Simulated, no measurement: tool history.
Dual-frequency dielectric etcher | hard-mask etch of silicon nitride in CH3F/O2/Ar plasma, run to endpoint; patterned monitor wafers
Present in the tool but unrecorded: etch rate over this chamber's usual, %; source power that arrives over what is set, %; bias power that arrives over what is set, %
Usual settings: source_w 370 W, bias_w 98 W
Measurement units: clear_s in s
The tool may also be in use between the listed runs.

run,hour,source_w,bias_w,wafers since the last listed run,hours since the last wet clean,hours since the last source power generator calibration,hours since the last bias power generator calibration,hours since the last upper electrode change,"incoming incoming film thickness, nm",clear_s
1,0,370,98,0,287.7,3600.5,4228.9,5049.9,39.76,49.9
2,8.7,370,98,108,296.4,3609.2,4237.6,5058.6,39.46,49.6
3,15,370,98,78,302.7,3615.5,4243.9,5064.9,40.12,51.2
4,32.2,370,98,214,319.9,3632.7,4261.1,5082.1,40.27,50.2
5,47.9,370,98,196,335.6,3648.4,4276.8,5097.8,39.97,49.5
6,56.3,370,98,104,344,3656.8,4285.2,5106.2,39.78,49.6
7,66.3,370,98,124,354,3666.8,4295.2,5116.2,39.68,50.2
8,81.9,370,98,194,369.6,3682.4,4310.8,5131.8,40.31,50.1
9,91.6,370,98,121,379.3,3692.1,4320.5,5141.5,39.78,49.1
10,98.9,370,98,91,386.6,3699.4,4327.8,5148.8,40.05,51
11,110.6,370,98,146,398.3,3711.1,4339.5,5160.5,39.75,49.6
12,123.9,370,98,166,411.6,3724.4,4352.8,5173.8,39.57,49.4
13,131.9,370,98,99,419.6,3732.4,4360.8,5181.8,39.83,50.2
14,143.3,370,98,142,431,3743.8,4372.2,5193.2,39.55,49.8
15,158.9,370,98,194,446.6,3759.4,4387.8,5208.8,40.07,50.4
# hour 185.4: upper electrode replaced
16,185.9,370,98,37,473.6,3786.4,4414.8,0.5,39.72,49.8
17,186.2,370,98,3,473.9,3786.7,4415.1,0.8,39.86,50.5
18,188.3,370,98,26,476,3788.8,4417.2,2.9,39.7,50
19,199.9,410,77,144,487.6,3800.4,4428.8,14.5,39.64,51.4
20,215.9,370,86,199,503.6,3816.4,4444.8,30.5,39.86,53.1
# hour 221.8: source power generator calibrated
21,229.4,370,121,118,517.1,7.6,4458.3,44,40.26,45.9
# hour 256: bias power generator calibrated
# hour 257.5: wet clean of the chamber
22,258,350,98,288,0.5,36.2,2,72.6,39.57,51.2
23,258.9,410,121,11,1.4,37.1,2.9,73.5,39.81,43.6
24,267.5,300,79,107,10,45.7,11.5,82.1,39.63,59.8
25,279.5,400,117,149,22,57.7,23.5,94.1,39.61,44.6
26,286.3,340,111,84,28.8,64.5,30.3,100.9,39.72,48.5
27,297.1,390,84,134,39.6,75.3,41.1,111.7,40.13,52
28,313,430,75,198,55.5,91.2,57,127.6,40.04,51.7
29,322.1,430,75,113,64.6,100.3,66.1,136.7,39.84,51.5
30,336.8,370,91,183,79.3,115,80.8,151.4,39.65,51.5
31,352.5,330,117,196,95,130.7,96.5,167.1,39.79,49
32,366.7,410,83,177,109.2,144.9,110.7,181.3,39.79,50.3
33,383.2,340,122,206,125.7,161.4,127.2,197.8,39.99,47.6
34,391.7,370,98,106,134.2,169.9,135.7,206.3,39.76,50.1
35,409.4,370,98,221,151.9,187.6,153.4,224,39.9,50.4
36,422.3,430,98,161,164.8,200.5,166.3,236.9,39.91,46.8

Here are 3 independent what-if runs from the current tool condition. What would each one return?
A,422.7,370,98,4,165.2,200.9,166.7,237.3,40.15,?
B,422.7,340,98,4,165.2,200.9,166.7,237.3,40.15,?
C,422.7,420,119,4,165.2,200.9,166.7,237.3,40.15,?

run,clear_s
A,50.4
B,52.5
C,43.9
With no hidden state in the tool, these same runs would have given:
run,clear_s
A,50.4
B,52.5
C,43.9

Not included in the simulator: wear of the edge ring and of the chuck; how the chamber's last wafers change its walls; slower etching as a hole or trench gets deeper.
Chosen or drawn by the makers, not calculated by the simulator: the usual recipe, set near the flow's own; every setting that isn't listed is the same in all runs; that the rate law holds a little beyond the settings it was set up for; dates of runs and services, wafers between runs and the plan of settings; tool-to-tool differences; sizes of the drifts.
